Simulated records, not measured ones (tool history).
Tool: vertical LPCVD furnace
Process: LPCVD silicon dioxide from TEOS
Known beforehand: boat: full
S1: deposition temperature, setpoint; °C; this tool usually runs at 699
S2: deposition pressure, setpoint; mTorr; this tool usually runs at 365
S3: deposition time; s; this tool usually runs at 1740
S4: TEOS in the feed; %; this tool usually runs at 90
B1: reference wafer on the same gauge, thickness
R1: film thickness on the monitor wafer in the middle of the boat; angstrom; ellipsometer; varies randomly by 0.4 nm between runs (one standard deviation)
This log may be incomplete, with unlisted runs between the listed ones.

Run 1, day 0: usual settings but S2 405 mTorr, S4 97 %; B1 290.93. Result: R1 3192.2 angstrom.
Run 2, day 0.55: usual settings; B1 290.94. Result: R1 2915.2 angstrom.
Run 3, day 1.738: usual settings; B1 290.94. Result: R1 2920.5 angstrom.
Run 4, day 2.596: usual settings; B1 291.01. Result: R1 2927.6 angstrom.
Run 5, day 4.083: usual settings; B1 291.04. Result: R1 2930.6 angstrom.
Run 6, day 4.646: usual settings; B1 291. Result: R1 2928.7 angstrom.
Run 7, day 5.712: usual settings; B1 291.04. Result: R1 2940.2 angstrom.
Run 8, day 6.383: usual settings; B1 290.98. Result: R1 2934.1 angstrom.
Run 9, day 6.954: usual settings; B1 291.02. Result: R1 2932.6 angstrom.
Run 10, day 7.858: usual settings; B1 291.01. Result: R1 2943.8 angstrom.
Run 11, day 9.221: usual settings; B1 290.96. Result: R1 2949.9 angstrom.
Run 12, day 9.725: usual settings but S2 435 mTorr, S3 1500 s; B1 291.04. Result: R1 2776 angstrom.
Run 13, day 11.271: usual settings but S3 2040 s; B1 290.92. Result: R1 3460.8 angstrom.
Run 14, day 11.562: usual settings but S1 693 °C, S3 1260 s; B1 290.95. Result: R1 1863 angstrom.
Run 15, day 12.933: usual settings but S3 1470 s; B1 290.98. Result: R1 2300.4 angstrom.
Run 16, day 13.246: usual settings but S2 410 mTorr, S3 1560 s; B1 291.05. Result: R1 2593.4 angstrom.
Run 17, day 14.354: usual settings; B1 291.01. Result: R1 2730.2 angstrom.
Run 18, day 15.496: usual settings but S1 702 °C, S2 410 mTorr, S4 78 %; B1 291. Result: R1 2883.2 angstrom.
Run 19, day 16.796: usual settings but S1 702 °C, S3 1200 s; B1 291.03. Result: R1 2015.6 angstrom.
Run 20, day 17.679: usual settings but S1 711 °C, S2 325 mTorr, S3 1380 s; B1 291.01. Result: R1 2691.2 angstrom.

Not shown here: 4 entries made in the log between runs. Locate each between two listed runs and compare the hidden state at the listed run before it with the hidden state at the listed run after it:
In the gap between runs 12 and 13: pressure gauge zeroed (day 11.25)
  true tube temperature minus thermocouple reading, K: 3.86 -> 3.94
  the result without the hidden state subtracted from the measured one, R1: +238.1 -> +302.4 angstrom
In the gap between runs 14 and 15: gauge calibrated (day 11.9); TEOS flow controller replaced (day 12.808); thermocouples replaced and temperature profile calibrated (day 12.912)
  true tube temperature minus thermocouple reading, K: 3.95 -> 0.473
  the result without the hidden state subtracted from the measured one, R1: +165.3 -> +25.2 angstrom
